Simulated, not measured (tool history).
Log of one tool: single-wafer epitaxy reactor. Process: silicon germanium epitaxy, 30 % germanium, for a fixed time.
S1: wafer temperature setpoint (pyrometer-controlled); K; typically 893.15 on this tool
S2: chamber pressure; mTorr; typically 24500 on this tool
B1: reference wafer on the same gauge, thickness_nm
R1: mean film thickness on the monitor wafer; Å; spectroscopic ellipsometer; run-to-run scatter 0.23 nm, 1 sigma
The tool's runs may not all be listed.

run,hour,S1,S2,B1,R1
1,0,893.15,24500,102.757,877.6
2,17.3,893.15,24500,102.67,878.73
3,47.1,893.15,24500,102.625,875.07
4,67.3,882.15,24500,102.792,720.59
5,96.5,882.15,24500,102.637,722.76
6,131.5,882.15,24500,102.697,720.06
# hour 156: gauge calibrated
# hour 189: showerhead replaced
7,204.8,886.15,24500,102.778,771.07
8,234,886.15,24500,102.611,768.52
9,269.1,886.15,24500,102.675,766.77
10,283.2,893.15,24500,102.774,864
11,315.3,881.15,22000,102.634,666.79
12,330.5,906.15,19200,102.671,965.18
13,360.4,893.15,24500,102.634,866.87
14,394.3,886.15,19000,102.761,680.14
15,422.1,893.15,28300,102.715,921.32
# hour 433: capacitance manometer re-zeroed and calibrated
16,441.8,893.15,24500,102.764,886.8
# hour 454.3: gauge calibrated
# hour 464.9: pyrometer calibrated
17,521.1,893.15,24500,102.689,916.05
18,581.7,885.15,18700,102.598,694.61
19,596.5,893.15,24500,102.643,909.76
20,617.7,878.15,28600,102.55,747.34

Forecast each of these 3 alternatives for the next run:
A,618.1,893.15,24500,?,?
B,618.1,886.15,29200,?,?
C,618.1,880.15,24500,?,?

run,B1,R1
A,102.655,909.35
B,102.655,872.43
C,102.655,724.14
With no hidden state in the tool, these same runs would have given:
run,R1
A,916.28
B,879.22
C,729.88

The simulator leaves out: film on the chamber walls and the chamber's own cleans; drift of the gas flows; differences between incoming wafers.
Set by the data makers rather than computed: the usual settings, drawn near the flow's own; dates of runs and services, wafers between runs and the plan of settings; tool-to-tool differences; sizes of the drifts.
